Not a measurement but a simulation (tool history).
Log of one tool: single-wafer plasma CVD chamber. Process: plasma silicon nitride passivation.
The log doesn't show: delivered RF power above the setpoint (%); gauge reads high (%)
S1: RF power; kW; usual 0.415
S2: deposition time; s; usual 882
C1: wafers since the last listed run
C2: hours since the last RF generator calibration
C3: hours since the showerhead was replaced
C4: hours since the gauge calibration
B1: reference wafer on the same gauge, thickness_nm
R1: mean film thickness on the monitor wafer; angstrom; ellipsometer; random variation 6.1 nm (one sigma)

Run 1, day 0.000: usual settings but S2 1018 s; C1 0; C2 853.2; C3 1886.2; C4 802.7; B1 1091.855. Result: R1 12350.81 angstrom.
Run 2, day 3.875: usual settings but S1 0.380 kW; C1 248; C2 946.2; C3 1979.2; C4 895.7; B1 1087.862. Result: R1 10260.31 angstrom.
Run 3, day 7.442: usual settings; C1 228; C2 1031.8; C3 2064.8; C4 981.3; B1 1087.385. Result: R1 10593.12 angstrom.
Run 4, day 10.496: usual settings; C1 195; C2 1105.1; C3 2138.1; C4 1054.6; B1 1085.468. Result: R1 10597.99 angstrom.
Run 5, day 14.879: usual settings; C1 280; C2 1210.3; C3 2243.3; C4 1159.8; B1 1082.308. Result: R1 10591.80 angstrom.
Run 6, day 17.392: usual settings but S1 0.355 kW; C1 161; C2 1270.6; C3 2303.6; C4 1220.1; B1 1084.277. Result: R1 9971.97 angstrom.
Run 7, day 19.925: usual settings but S1 0.355 kW; C1 162; C2 1331.4; C3 2364.4; C4 1280.9; B1 1081.638. Result: R1 10006.25 angstrom.
Run 8, day 24.408: usual settings but S2 983 s; C1 287; C2 1439.0; C3 2472.0; C4 1388.5; B1 1079.677. Result: R1 11736.85 angstrom.
At day 25.412: RF generator calibrated.
Run 9, day 27.517: usual settings but S2 983 s; C1 177; C2 50.5; C3 2546.6; C4 1463.1; B1 1077.149. Result: R1 11672.74 angstrom.
Run 10, day 30.367: usual settings but S2 983 s; C1 182; C2 118.9; C3 2615.0; C4 1531.5; B1 1077.448. Result: R1 11777.12 angstrom.
Run 11, day 32.262: usual settings; C1 121; C2 164.4; C3 2660.5; C4 1577.0; B1 1077.016. Result: R1 10476.80 angstrom.
Run 12, day 35.700: usual settings but S1 0.360 kW; C1 220; C2 246.9; C3 2743.0; C4 1659.5; B1 1074.589. Result: R1 9978.06 angstrom.
At day 38.071: gauge calibrated.
Run 13, day 39.971: usual settings but S1 0.360 kW; C1 273; C2 349.4; C3 2845.5; C4 45.6; B1 1113.297. Result: R1 10351.51 angstrom.
Run 14, day 42.138: usual settings but S1 0.375 kW, S2 826 s; C1 138; C2 401.4; C3 2897.5; C4 97.6; B1 1115.911. Result: R1 9768.14 angstrom.
Run 15, day 44.162: usual settings but S1 0.490 kW, S2 762 s; C1 129; C2 450.0; C3 2946.1; C4 146.2; B1 1114.295. Result: R1 10036.98 angstrom.
Run 16, day 45.667: usual settings but S1 0.460 kW, S2 1026 s; C1 96; C2 486.1; C3 2982.2; C4 182.3; B1 1112.910. Result: R1 13115.84 angstrom.
Run 17, day 47.325: usual settings but S1 0.350 kW; C1 106; C2 525.9; C3 3022.0; C4 222.1; B1 1111.581. Result: R1 10198.25 angstrom.
At day 50.017: showerhead replaced.
Run 18, day 50.796: usual settings; C1 201; C2 609.2; C3 18.7; C4 305.4; B1 1109.843. Result: R1 10762.35 angstrom.
Run 19, day 53.617: usual settings; C1 180; C2 676.9; C3 86.4; C4 373.1; B1 1109.958. Result: R1 10750.06 angstrom.
Run 20, day 58.025: usual settings; C1 282; C2 782.7; C3 192.2; C4 478.9; B1 1106.905. Result: R1 10756.20 angstrom.
Run 21, day 59.804: usual settings but S1 0.495 kW; C1 114; C2 825.4; C3 234.9; C4 521.6; B1 1107.330. Result: R1 11503.91 angstrom.
Run 22, day 62.588: usual settings but S2 972 s; C1 178; C2 892.2; C3 301.7; C4 588.4; B1 1105.838. Result: R1 11854.56 angstrom.

Forecast each of these 4 alternatives for the next run:
Run A, day 62.612: usual settings; C1 1; C2 892.8; C3 302.3; C4 589.0; B1 ?. Result: R1 ?.
Run B, day 62.612: usual settings but S1 0.455 kW, S2 951 s; C1 1; C2 892.8; C3 302.3; C4 589.0; B1 ?. Result: R1 ?.
Run C, day 62.612: usual settings but S1 0.445 kW, S2 949 s; C1 1; C2 892.8; C3 302.3; C4 589.0; B1 ?. Result: R1 ?.
Run D, day 62.612: usual settings but S1 0.335 kW, S2 741 s; C1 1; C2 892.8; C3 302.3; C4 589.0; B1 ?. Result: R1 ?.

run        B1        R1
  A  1105.284  10709.22
  B  1105.284  11925.51
  C  1105.284  11808.63
  D  1105.284   8328.40
Without the tool's hidden state the same runs would have given:
run        R1
  A  10756.93
  B  11978.63
  C  11861.23
  D   8365.50

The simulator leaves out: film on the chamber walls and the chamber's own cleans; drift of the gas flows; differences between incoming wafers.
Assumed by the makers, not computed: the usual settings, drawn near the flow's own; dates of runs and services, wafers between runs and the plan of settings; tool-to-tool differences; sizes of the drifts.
